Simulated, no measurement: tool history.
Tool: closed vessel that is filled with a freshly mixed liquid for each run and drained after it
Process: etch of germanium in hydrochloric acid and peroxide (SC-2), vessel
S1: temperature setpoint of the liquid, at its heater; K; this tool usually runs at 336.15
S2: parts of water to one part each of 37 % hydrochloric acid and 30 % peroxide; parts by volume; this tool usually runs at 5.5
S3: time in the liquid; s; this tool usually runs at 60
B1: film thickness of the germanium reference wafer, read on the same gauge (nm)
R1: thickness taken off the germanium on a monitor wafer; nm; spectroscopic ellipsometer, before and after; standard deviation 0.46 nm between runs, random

run     day      S1   S2  S3      B1      R1
  1       0  336.15  5.5  60  109.98  209.18
  2   0.492  330.15  5.5  60  110.03  174.26
  3   0.846  330.15  5.5  60  109.99   173.8
  4   1.562  336.15  5.5  85  109.99  295.43
  5   2.104  336.15  5.5  85  110.01  296.35
  6   2.671  336.15  5.5  60  109.97  209.26
      3.071  -- thermometer replaced
  7   3.171  336.15  5.5  60  110.01  225.57
  8   3.738  336.15  5.5  60     110  225.04
  9   4.208  336.15  4.5  40  109.98  151.32
      4.658  -- new drum of peroxide connected
 10   4.829  336.15  4.5  40  110.04  150.57
 11    5.35  336.15  5.5  60  110.02  225.01
      5.712  -- chemicals flow meter replaced
 12     5.8  336.15  5.5  60  110.01  225.23
 13   6.162  330.65  7.5  60  109.98   187.5
 14   6.846  341.15    7  90  110.04   384.7
 15   7.142  336.15    4  85  110.01  321.78
 16   7.696  336.15  5.5  45  109.99  168.74
 17   7.967  336.15  5.5  60  109.98  224.33
 18   8.371  336.15  5.5  60  109.99  224.25
 19   8.942  341.15  7.5  60     110  254.99
       9.25  -- gauge calibrated
 20   9.446  339.65    4  80  109.95  333.58
 21   9.812  329.15  6.5  90  110.02  269.18
 22  10.175  336.15  5.5  60  109.98  224.56
 23  10.683  329.15  6.5  90  109.99  269.31
 24  11.175  329.15  4.5  35  110.03  106.01
 25  11.488  331.15  5.5  60  109.97  192.37
 26  12.158  336.15    7  70  109.97  256.97
 27  12.425  336.15  5.5  60     110  223.58
 28  13.067  328.65    7  40  109.99  117.07
 29  13.812  345.15    4  60  110.01  291.91

Each row is a separate what-if for the run after 29, all from the same tool condition, not one after another. Results?
  A  13.842  336.15  5.5  60   ?   ?
  B  13.842  340.65  5.5  45   ?   ?
  C  13.842  343.65    7  35   ?   ?
  D  13.842  336.15    4  50   ?   ?
  E  13.842  327.15  5.5  60   ?   ?

run      B1      R1
  A  109.99  223.18
  B  109.99   190.9
  C  109.99  159.33
  D  109.99   187.7
  E  109.99  169.57
Without the tool's hidden state the same runs would have given:
run      R1
  A  228.18
  B  195.06
  C  162.71
  D  191.94
  E   173.6

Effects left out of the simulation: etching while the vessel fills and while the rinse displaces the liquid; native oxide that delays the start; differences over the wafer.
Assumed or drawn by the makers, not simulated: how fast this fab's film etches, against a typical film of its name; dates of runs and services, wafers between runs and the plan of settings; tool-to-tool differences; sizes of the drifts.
